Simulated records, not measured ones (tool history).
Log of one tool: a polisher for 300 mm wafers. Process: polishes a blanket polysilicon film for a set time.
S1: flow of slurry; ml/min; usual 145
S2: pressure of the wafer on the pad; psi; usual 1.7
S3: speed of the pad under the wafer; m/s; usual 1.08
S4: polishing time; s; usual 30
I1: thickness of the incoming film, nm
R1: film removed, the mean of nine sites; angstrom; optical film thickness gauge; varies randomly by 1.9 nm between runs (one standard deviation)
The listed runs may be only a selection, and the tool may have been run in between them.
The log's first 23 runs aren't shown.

Run 24, hour 1280.8: usual settings but S1 120 ml/min, S3 1.44 m/s; I1 2228.9. Result: R1 1740 angstrom.
Run 25, hour 1317.3: usual settings; I1 2272.6. Result: R1 1379 angstrom.
Run 26, hour 1346.6: usual settings but S1 95 ml/min, S2 2.2 psi, S3 1.26 m/s; I1 2235.1. Result: R1 1876 angstrom.
Run 27, hour 1399.6: usual settings but S1 120 ml/min; I1 2238.9. Result: R1 1294 angstrom.
At hour 1448.8: worn pad replaced by a new one.
Run 28, hour 1469.2: usual settings but S3 1.26 m/s, S4 37 s; I1 2210.2. Result: R1 1988 angstrom.
Run 29, hour 1498.9: usual settings but S1 115 ml/min, S3 1.44 m/s; I1 2216.6. Result: R1 1717 angstrom.
Run 30, hour 1558.5: usual settings but S1 185 ml/min, S4 40 s; I1 2238.4. Result: R1 1892 angstrom.
Run 31, hour 1594.6: usual settings but S1 175 ml/min, S3 1.22 m/s, S4 26 s; I1 2244.6. Result: R1 1378 angstrom.
Run 32, hour 1636.6: usual settings but S2 1.9 psi, S3 1.36 m/s, S4 37 s; I1 2262.6. Result: R1 2379 angstrom.
At hour 1645.8: slurry nozzle cleaned.
Run 33, hour 1660.7: usual settings; I1 2237.5. Result: R1 1352 angstrom.
Run 34, hour 1684.9: usual settings; I1 2241.4. Result: R1 1339 angstrom.
Run 35, hour 1710.2: usual settings but S2 2 psi, S3 0.72 m/s; I1 2207.6. Result: R1 1038 angstrom.
Run 36, hour 1768.5: usual settings; I1 2273.7. Result: R1 1343 angstrom.

What if the next run were any one of these 5? Each begins from the tool's condition after run 36:
Run A, hour 1768.9: usual settings; I1 2213.7. Result: R1 ?.
Run B, hour 1768.9: usual settings but S1 110 ml/min, S2 1.2 psi, S3 0.82 m/s, S4 37 s; I1 2213.7. Result: R1 ?.
Run C, hour 1768.9: usual settings but S1 165 ml/min, S2 1.3 psi, S3 1.36 m/s, S4 36 s; I1 2213.7. Result: R1 ?.
Run D, hour 1768.9: usual settings but S2 2.1 psi, S3 0.96 m/s, S4 37 s; I1 2213.7. Result: R1 ?.
Run E, hour 1768.9: usual settings but S3 1.24 m/s; I1 2213.7. Result: R1 ?.

run    R1
  A  1317
  B   823
  C  1555
  D  1784
  E  1512
Had the tool no hidden state, the same runs would have come out as:
run    R1
  A  1494
  B   933
  C  1764
  D  2023
  E  1715
